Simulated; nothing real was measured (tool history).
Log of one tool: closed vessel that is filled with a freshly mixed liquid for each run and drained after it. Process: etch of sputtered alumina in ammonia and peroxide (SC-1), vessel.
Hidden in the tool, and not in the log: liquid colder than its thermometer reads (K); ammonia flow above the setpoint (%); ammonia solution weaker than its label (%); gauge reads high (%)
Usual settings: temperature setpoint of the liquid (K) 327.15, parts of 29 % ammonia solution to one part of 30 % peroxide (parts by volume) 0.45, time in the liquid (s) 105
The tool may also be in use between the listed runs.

run,day,temperature setpoint of the liquid (K),parts of 29 % ammonia solution to one part of 30 % peroxide (parts by volume),time in the liquid (s),wafers since the last listed run,hours since the thermometer was replaced,hours since the ammonia flow meter was replaced,hours since the drum of ammonia solution was connected,hours since the gauge calibration,"read-back film thickness of the sputtered alumina reference wafer, read on the same gauge (nm)",thickness taken off the sputtered alumina on a monitor wafer (Å)
1,0.000,327.15,0.45,105,0,700.7,1615.1,100.9,904.7,49.98,66.2
2,2.025,327.15,0.45,105,5506,749.3,1663.7,149.5,953.3,50.01,66.3
3,4.267,327.15,0.45,105,6095,803.1,1717.5,203.3,1007.1,49.99,65.8
# day 4.938: ammonia flow meter replaced
4,8.500,327.15,0.45,105,11398,904.7,85.5,304.9,1108.7,50.03,66.0
5,10.329,327.15,0.45,55,4974,948.6,129.4,348.8,1152.6,50.01,34.3
6,12.433,327.15,0.45,55,5721,999.1,179.9,399.3,1203.1,50.01,34.5
7,14.696,333.65,0.35,105,6152,1053.4,234.2,453.6,1257.4,50.00,89.9
8,17.946,336.15,0.45,155,8837,1131.4,312.2,531.6,1335.4,50.00,152.9
# day 19.342: new drum of ammonia solution connected
9,28.338,321.15,0.40,85,28145,1380.8,561.6,215.9,1584.8,50.00,37.2
10,32.758,327.15,0.35,105,12021,1486.9,667.7,322.0,1690.9,50.00,62.8
11,35.525,336.65,0.45,65,7523,1553.3,734.1,388.4,1757.3,50.05,65.4
12,38.483,327.15,0.45,80,8044,1624.3,805.1,459.4,1828.3,50.01,48.9
# day 39.667: thermometer replaced
13,40.929,327.15,0.45,105,6537,30.3,863.8,518.1,1887.0,50.00,68.0
14,44.125,327.15,0.55,105,8690,107.0,940.5,594.8,1963.7,49.96,69.3
15,47.092,318.65,0.35,60,8067,178.2,1011.7,666.0,2034.9,50.02,23.6
# day 48.862: new drum of ammonia solution connected
16,50.450,327.15,0.45,105,9019,258.8,1092.3,38.1,2115.5,49.98,66.7
17,54.662,323.15,0.65,160,11455,359.9,1193.4,139.2,2216.6,50.01,86.1
18,57.817,327.15,0.30,165,8577,435.6,1269.1,214.9,2292.3,50.00,101.8
# day 59.862: gauge calibrated
19,61.246,317.15,0.40,50,9325,517.9,1351.4,297.2,33.2,50.01,18.1
20,65.100,335.15,0.60,80,10480,610.4,1443.9,389.7,125.7,50.03,79.1
21,66.871,319.15,0.50,165,4815,652.9,1486.4,432.2,168.2,50.02,68.0
# day 76.762: new drum of ammonia solution connected
22,79.379,320.65,0.45,105,33901,953.1,1786.6,62.8,468.4,49.96,46.2
23,81.358,320.65,0.45,45,5382,1000.6,1834.1,110.3,515.9,50.03,19.9
24,83.296,327.15,0.45,105,5268,1047.1,1880.6,156.8,562.4,49.99,65.9
25,88.196,327.15,0.45,55,13324,1164.7,1998.2,274.4,680.0,49.99,34.4
# day 88.846: ammonia flow meter replaced
26,91.688,327.15,0.50,105,9381,1248.5,68.2,358.2,763.8,50.01,65.9
27,94.646,324.65,0.25,40,8044,1319.5,139.2,429.2,834.8,49.98,20.4

What the log doesn't show, run by run:
ammonia flow above the setpoint (%): 0 in every run
ammonia solution weaker than its label (%): 0 in every run
gauge reads high (%): 0 in every run
H1: liquid colder than its thermometer reads (K)
run,H1
1,0.531
2,0.563
3,0.6
4,0.668
5,0.698
6,0.732
7,0.768
8,0.821
9,0.989
10,1.06
11,1.1
12,1.15
13,0.0219
14,0.0736
15,0.122
16,0.176
17,0.244
18,0.295
19,0.35
20,0.413
21,0.441
22,0.643
23,0.675
24,0.707
25,0.786
26,0.842
27,0.89
